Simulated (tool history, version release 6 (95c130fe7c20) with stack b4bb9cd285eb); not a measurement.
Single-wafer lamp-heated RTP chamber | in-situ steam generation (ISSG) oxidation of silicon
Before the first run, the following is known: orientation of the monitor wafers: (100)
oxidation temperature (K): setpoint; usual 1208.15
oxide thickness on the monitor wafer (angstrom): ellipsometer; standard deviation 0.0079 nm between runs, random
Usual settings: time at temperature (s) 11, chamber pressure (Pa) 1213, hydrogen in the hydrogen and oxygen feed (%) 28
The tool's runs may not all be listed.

| run | hour | oxidation temperature (K) | time at temperature (s) | chamber pressure (Pa) | hydrogen in the hydrogen and oxygen feed (%) | wafers since the last listed run | wafers since the last pyrometer calibration | hours since the pressure gauge was zeroed | hours since the hydrogen flow controller was replaced | hours since the gauge calibration | read-back reference wafer on the same gauge, thickness | oxide thickness on the monitor wafer (angstrom) |
|---|---|---|---|---|---|---|---|---|---|---|---|---|
| 1 | 0 | 1197.15 | 11 | 1213 | 28 | 0 | 2328 | 2714.9 | 6499.3 | 189.8 | 4.029 | 36.6 |
| 2 | 61.2 | 1208.15 | 11 | 1213 | 28 | 339 | 2668 | 2776.1 | 6560.5 | 251 | 4.031 | 37.46 |
| 3 | 94.2 | 1208.15 | 11 | 1213 | 28 | 183 | 2851 | 2809.1 | 6593.5 | 284 | 4.029 | 37.67 |
| 4 | 152.8 | 1208.15 | 11 | 1213 | 28 | 325 | 3176 | 2867.7 | 6652.1 | 342.6 | 4.03 | 37.68 |
| 5 | 212.3 | 1208.15 | 11 | 1213 | 28 | 330 | 3506 | 2927.2 | 6711.6 | 402.1 | 4.03 | 37.6 |
| 6 | 255.9 | 1208.15 | 11 | 1213 | 23 | 241 | 3748 | 2970.8 | 6755.2 | 445.7 | 4.03 | 35.76 |
| 7 | 322.4 | 1208.15 | 9 | 1213 | 28 | 368 | 4117 | 3037.3 | 6821.7 | 512.2 | 4.028 | 35.14 |
| 8 | 356.7 | 1213.15 | 11 | 1213 | 28 | 190 | 4307 | 3071.6 | 6856 | 546.5 | 4.029 | 38.06 |
| 9 | 419.6 | 1213.15 | 11 | 1213 | 28 | 349 | 4656 | 3134.5 | 6918.9 | 609.4 | 4.029 | 38.17 |
|  | 487.1 | hydrogen flow controller replaced |
| 10 | 540.3 | 1208.15 | 11 | 1213 | 28 | 625 | 5282 | 3255.2 | 53.2 | 730.1 | 4.031 | 38 |
| 11 | 597.5 | 1208.15 | 7 | 1027 | 22 | 317 | 5599 | 3312.4 | 110.4 | 787.3 | 4.031 | 30.8 |
| 12 | 624.7 | 1208.15 | 11 | 1213 | 19 | 150 | 5750 | 3339.6 | 137.6 | 814.5 | 4.029 | 34.56 |
| 13 | 651.6 | 1208.15 | 11 | 1360 | 32 | 149 | 5899 | 3366.5 | 164.5 | 841.4 | 4.029 | 38.39 |
| 14 | 742.8 | 1208.15 | 11 | 1213 | 28 | 506 | 6405 | 3457.7 | 255.7 | 932.6 | 4.03 | 38.12 |
| 15 | 773.5 | 1198.15 | 11 | 1213 | 28 | 170 | 6576 | 3488.4 | 286.4 | 963.3 | 4.03 | 37.25 |
| 16 | 801.7 | 1208.15 | 11 | 1213 | 24 | 156 | 6732 | 3516.6 | 314.6 | 991.5 | 4.028 | 36.72 |
|  | 821 | gauge calibrated |
|  | 827.4 | pressure gauge zeroed |
| 17 | 859.3 | 1208.15 | 9 | 1293 | 32 | 275 | 7007 | 31.9 | 372.2 | 38.3 | 4.03 | 36.33 |
|  | 895.1 | pyrometer window cleaned and pyrometer calibrated |
| 18 | 906.8 | 1225.15 | 7 | 1333 | 19 | 219 | 65 | 79.4 | 419.7 | 85.8 | 4.029 | 29.48 |
| 19 | 975.5 | 1208.15 | 11 | 1213 | 28 | 381 | 446 | 148.1 | 488.4 | 154.5 | 4.031 | 37.49 |
| 20 | 1178.2 | 1224.15 | 11 | 1053 | 28 | 1124 | 1571 | 350.8 | 691.1 | 357.2 | 4.029 | 39.16 |
| 21 | 1237.9 | 1195.15 | 7 | 1213 | 28 | 331 | 1902 | 410.5 | 750.8 | 416.9 | 4.03 | 31.49 |

Below are 4 alternative next runs, each starting from the tool's condition after run 21. Predict each:
| A | 1238.3 | 1208.15 | 13 | 1213 | 28 | 2 | 1904 | 410.9 | 751.2 | 417.3 | ? | ? |
| B | 1238.3 | 1200.15 | 15 | 1333 | 32 | 2 | 1904 | 410.9 | 751.2 | 417.3 | ? | ? |
| C | 1238.3 | 1208.15 | 13 | 1107 | 32 | 2 | 1904 | 410.9 | 751.2 | 417.3 | ? | ? |
| D | 1238.3 | 1221.15 | 11 | 1213 | 21 | 2 | 1904 | 410.9 | 751.2 | 417.3 | ? | ? |

| run | read-back reference wafer on the same gauge, thickness | oxide thickness on the monitor wafer (angstrom) |
|---|---|---|
| A | 4.031 | 39.71 |
| B | 4.031 | 41.47 |
| C | 4.031 | 41.66 |
| D | 4.031 | 35.92 |
Had the tool no hidden state, the same runs would have come out as:
| run | oxide thickness on the monitor wafer (angstrom) |
|---|---|
| A | 39.63 |
| B | 41.39 |
| C | 41.58 |
| D | 35.85 |

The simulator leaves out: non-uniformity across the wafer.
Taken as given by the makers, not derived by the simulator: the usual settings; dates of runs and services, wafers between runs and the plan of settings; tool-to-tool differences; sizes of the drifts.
